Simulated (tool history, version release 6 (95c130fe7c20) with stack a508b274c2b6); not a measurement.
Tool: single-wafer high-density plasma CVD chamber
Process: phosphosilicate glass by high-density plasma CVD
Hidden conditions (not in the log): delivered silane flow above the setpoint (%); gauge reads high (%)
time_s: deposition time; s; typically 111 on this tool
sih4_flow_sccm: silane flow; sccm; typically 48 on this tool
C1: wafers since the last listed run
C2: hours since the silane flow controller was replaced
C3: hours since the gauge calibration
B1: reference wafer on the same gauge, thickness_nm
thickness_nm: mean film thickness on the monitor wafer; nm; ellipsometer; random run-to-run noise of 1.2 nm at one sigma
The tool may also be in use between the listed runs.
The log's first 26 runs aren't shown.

Run 27, day 30.258: usual settings but sih4_flow_sccm 43 sccm; C1 155; C2 31.5; C3 335.6; B1 537.710. Result: thickness_nm 461.160 nm.
Run 28, day 30.871: usual settings but time_s 101 s, sih4_flow_sccm 51 sccm; C1 129; C2 46.2; C3 350.3; B1 538.159. Result: thickness_nm 497.431 nm.
Run 29, day 32.317: usual settings but time_s 104 s, sih4_flow_sccm 56 sccm; C1 306; C2 80.9; C3 385.0; B1 537.861. Result: thickness_nm 563.654 nm.
Run 30, day 32.888: usual settings but sih4_flow_sccm 51 sccm; C1 121; C2 94.6; C3 398.7; B1 537.871. Result: thickness_nm 547.328 nm.
Run 31, day 33.971: usual settings but time_s 126 s, sih4_flow_sccm 40 sccm; C1 229; C2 120.6; C3 424.7; B1 538.242. Result: thickness_nm 489.388 nm.
Run 32, day 35.038: usual settings; C1 226; C2 146.2; C3 450.3; B1 538.087. Result: thickness_nm 513.849 nm.
Run 33, day 35.588: usual settings; C1 116; C2 159.4; C3 463.5; B1 538.436. Result: thickness_nm 513.811 nm.
Run 34, day 36.562: usual settings but time_s 126 s, sih4_flow_sccm 57 sccm; C1 206; C2 182.8; C3 486.9; B1 538.095. Result: thickness_nm 693.152 nm.
Run 35, day 37.458: usual settings but time_s 129 s, sih4_flow_sccm 56 sccm; C1 189; C2 204.3; C3 508.4; B1 537.969. Result: thickness_nm 697.434 nm.
Run 36, day 38.346: usual settings but time_s 118 s, sih4_flow_sccm 55 sccm; C1 188; C2 225.6; C3 529.7; B1 537.963. Result: thickness_nm 627.148 nm.
Run 37, day 38.908: usual settings but time_s 126 s, sih4_flow_sccm 57 sccm; C1 119; C2 239.1; C3 543.2; B1 537.913. Result: thickness_nm 690.501 nm.
Run 38, day 39.692: usual settings; C1 166; C2 257.9; C3 562.0; B1 537.807. Result: thickness_nm 517.029 nm.
Run 39, day 40.975: usual settings but time_s 104 s; C1 272; C2 288.7; C3 592.8; B1 538.172. Result: thickness_nm 484.259 nm.
Run 40, day 41.625: usual settings; C1 137; C2 304.3; C3 608.4; B1 537.622. Result: thickness_nm 513.341 nm.

Each row is a separate what-if for the run after 40, all from the same tool condition, not one after another. Results?
Run A, day 41.642: usual settings; C1 3; C2 304.7; C3 608.8; B1 ?. Result: thickness_nm ?.
Run B, day 41.642: usual settings but sih4_flow_sccm 39 sccm; C1 3; C2 304.7; C3 608.8; B1 ?. Result: thickness_nm ?.
Run C, day 41.642: usual settings but time_s 125 s, sih4_flow_sccm 40 sccm; C1 3; C2 304.7; C3 608.8; B1 ?. Result: thickness_nm ?.
Run D, day 41.642: usual settings but time_s 126 s, sih4_flow_sccm 55 sccm; C1 3; C2 304.7; C3 608.8; B1 ?. Result: thickness_nm ?.

run       B1  thickness_nm
  A  538.065       514.671
  B  538.065       419.536
  C  538.065       484.354
  D  538.065       668.214
What these runs would have given with no unlogged condition in the tool:
run  thickness_nm
  A       517.210
  B       421.606
  C       486.744
  D       671.510
